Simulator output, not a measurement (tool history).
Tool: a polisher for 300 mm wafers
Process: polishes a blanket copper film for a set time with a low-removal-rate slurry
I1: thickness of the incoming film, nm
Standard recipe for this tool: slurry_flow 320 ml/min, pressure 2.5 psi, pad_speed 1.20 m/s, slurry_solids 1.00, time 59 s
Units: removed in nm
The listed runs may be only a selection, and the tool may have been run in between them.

{"run": 1, "day": 0.0, "slurry_flow": 320, "pressure": 2.5, "pad_speed": 1.2, "slurry_solids": 1.0, "time": 59, "I1": 850.0, "removed": 190.9}
{"run": 2, "day": 1.271, "slurry_flow": 320, "pressure": 1.9, "pad_speed": 1.2, "slurry_solids": 1.15, "time": 59, "I1": 851.6, "removed": 147.9}
{"run": 3, "day": 2.7, "slurry_flow": 320, "pressure": 1.9, "pad_speed": 1.2, "slurry_solids": 1.15, "time": 59, "I1": 863.1, "removed": 146.6}
{"day": 3.688, "done": "head pressure recalibrated"}
{"day": 4.217, "done": "slurry blender recalibrated"}
{"run": 4, "day": 4.838, "slurry_flow": 320, "pressure": 1.9, "pad_speed": 1.2, "slurry_solids": 1.15, "time": 59, "I1": 851.5, "removed": 155.0}
{"run": 5, "day": 5.992, "slurry_flow": 320, "pressure": 2.5, "pad_speed": 1.2, "slurry_solids": 1.0, "time": 67, "I1": 845.4, "removed": 222.2}
{"run": 6, "day": 7.4, "slurry_flow": 320, "pressure": 2.5, "pad_speed": 1.2, "slurry_solids": 1.0, "time": 67, "I1": 850.4, "removed": 219.8}
{"run": 7, "day": 9.233, "slurry_flow": 320, "pressure": 2.5, "pad_speed": 1.2, "slurry_solids": 1.0, "time": 59, "I1": 856.7, "removed": 196.0}
{"day": 9.654, "done": "worn pad replaced by a new one"}
{"day": 10.154, "done": "slurry nozzle cleaned"}
{"run": 8, "day": 11.408, "slurry_flow": 320, "pressure": 2.5, "pad_speed": 1.2, "slurry_solids": 1.0, "time": 59, "I1": 859.3, "removed": 199.2}
{"run": 9, "day": 13.867, "slurry_flow": 320, "pressure": 2.5, "pad_speed": 1.2, "slurry_solids": 1.0, "time": 59, "I1": 862.2, "removed": 198.2}
{"run": 10, "day": 15.054, "slurry_flow": 320, "pressure": 2.5, "pad_speed": 1.06, "slurry_solids": 0.8, "time": 59, "I1": 852.2, "removed": 168.7}
{"run": 11, "day": 17.108, "slurry_flow": 320, "pressure": 2.5, "pad_speed": 1.06, "slurry_solids": 0.8, "time": 59, "I1": 861.6, "removed": 170.6}
{"day": 17.979, "done": "slurry blender recalibrated"}
{"run": 12, "day": 18.579, "slurry_flow": 320, "pressure": 2.5, "pad_speed": 1.2, "slurry_solids": 1.0, "time": 59, "I1": 864.0, "removed": 192.8}
{"run": 13, "day": 20.258, "slurry_flow": 320, "pressure": 1.7, "pad_speed": 1.06, "slurry_solids": 1.0, "time": 40, "I1": 858.7, "removed": 79.3}
{"day": 22.433, "done": "head pressure recalibrated"}
{"run": 14, "day": 23.062, "slurry_flow": 320, "pressure": 2.5, "pad_speed": 1.2, "slurry_solids": 1.0, "time": 59, "I1": 853.7, "removed": 203.7}
{"day": 23.392, "done": "worn pad replaced by a new one"}
{"run": 15, "day": 24.829, "slurry_flow": 320, "pressure": 2.5, "pad_speed": 1.6, "slurry_solids": 1.0, "time": 44, "I1": 862.4, "removed": 193.4}
{"run": 16, "day": 27.021, "slurry_flow": 320, "pressure": 2.5, "pad_speed": 1.44, "slurry_solids": 0.9, "time": 43, "I1": 865.8, "removed": 165.3}
{"run": 17, "day": 29.412, "slurry_flow": 320, "pressure": 2.5, "pad_speed": 1.2, "slurry_solids": 1.0, "time": 59, "I1": 867.1, "removed": 192.1}
{"run": 18, "day": 30.45, "slurry_flow": 320, "pressure": 2.5, "pad_speed": 0.84, "slurry_solids": 1.0, "time": 69, "I1": 847.3, "removed": 166.8}
{"day": 32.329, "done": "slurry blender recalibrated"}
{"run": 19, "day": 32.488, "slurry_flow": 320, "pressure": 2.5, "pad_speed": 1.44, "slurry_solids": 1.0, "time": 59, "I1": 874.4, "removed": 220.7}
{"run": 20, "day": 34.338, "slurry_flow": 225, "pressure": 2.5, "pad_speed": 1.2, "slurry_solids": 0.85, "time": 59, "I1": 854.7, "removed": 173.3}
{"run": 21, "day": 35.758, "slurry_flow": 280, "pressure": 2.5, "pad_speed": 1.2, "slurry_solids": 0.75, "time": 59, "I1": 857.8, "removed": 174.8}
{"run": 22, "day": 37.254, "slurry_flow": 320, "pressure": 2.5, "pad_speed": 1.2, "slurry_solids": 1.0, "time": 59, "I1": 876.0, "removed": 187.2}
{"day": 39.412, "done": "worn pad replaced by a new one"}
{"run": 23, "day": 39.933, "slurry_flow": 320, "pressure": 2.5, "pad_speed": 1.2, "slurry_solids": 1.0, "time": 59, "I1": 855.2, "removed": 181.9}
{"day": 40.333, "done": "head pressure recalibrated"}
{"run": 24, "day": 41.508, "slurry_flow": 320, "pressure": 2.5, "pad_speed": 0.9, "slurry_solids": 1.2, "time": 50, "I1": 855.3, "removed": 130.6}
{"run": 25, "day": 43.646, "slurry_flow": 320, "pressure": 2.5, "pad_speed": 0.96, "slurry_solids": 1.0, "time": 71, "I1": 847.9, "removed": 188.3}
{"run": 26, "day": 46.092, "slurry_flow": 265, "pressure": 2.5, "pad_speed": 1.46, "slurry_solids": 1.0, "time": 59, "I1": 874.5, "removed": 217.8}
{"day": 46.512, "done": "slurry blender recalibrated"}
{"day": 48.267, "done": "slurry nozzle cleaned"}
{"run": 27, "day": 48.412, "slurry_flow": 320, "pressure": 2.0, "pad_speed": 1.2, "slurry_solids": 1.0, "time": 79, "I1": 878.7, "removed": 212.3}
{"run": 28, "day": 49.775, "slurry_flow": 320, "pressure": 2.5, "pad_speed": 1.48, "slurry_solids": 1.0, "time": 59, "I1": 854.4, "removed": 240.1}
{"run": 29, "day": 51.183, "slurry_flow": 320, "pressure": 2.5, "pad_speed": 0.94, "slurry_solids": 1.0, "time": 59, "I1": 856.6, "removed": 157.1}
{"run": 30, "day": 54.133, "slurry_flow": 320, "pressure": 2.5, "pad_speed": 1.2, "slurry_solids": 1.0, "time": 59, "I1": 874.7, "removed": 194.3}

Branching from run 30: 4 alternative next runs. What would each branch give?
{"run": "A", "day": 54.15, "slurry_flow": 320, "pressure": 2.5, "pad_speed": 1.2, "slurry_solids": 1.0, "time": 59, "I1": 869.6, "removed": "?"}
{"run": "B", "day": 54.15, "slurry_flow": 405, "pressure": 2.2, "pad_speed": 1.6, "slurry_solids": 1.0, "time": 59, "I1": 869.6, "removed": "?"}
{"run": "C", "day": 54.15, "slurry_flow": 385, "pressure": 2.5, "pad_speed": 1.5, "slurry_solids": 1.0, "time": 39, "I1": 869.6, "removed": "?"}
{"run": "D", "day": 54.15, "slurry_flow": 320, "pressure": 2.5, "pad_speed": 1.52, "slurry_solids": 1.0, "time": 59, "I1": 869.6, "removed": "?"}

run=A removed=193.8
run=B removed=226.9
run=C removed=159.9
run=D removed=240.9
The same runs, with their run-to-run variation unchanged, on a tool lacking any hidden condition would have given:
run=A removed=205.1
run=B removed=239.9
run=C removed=169.1
run=D removed=255.0
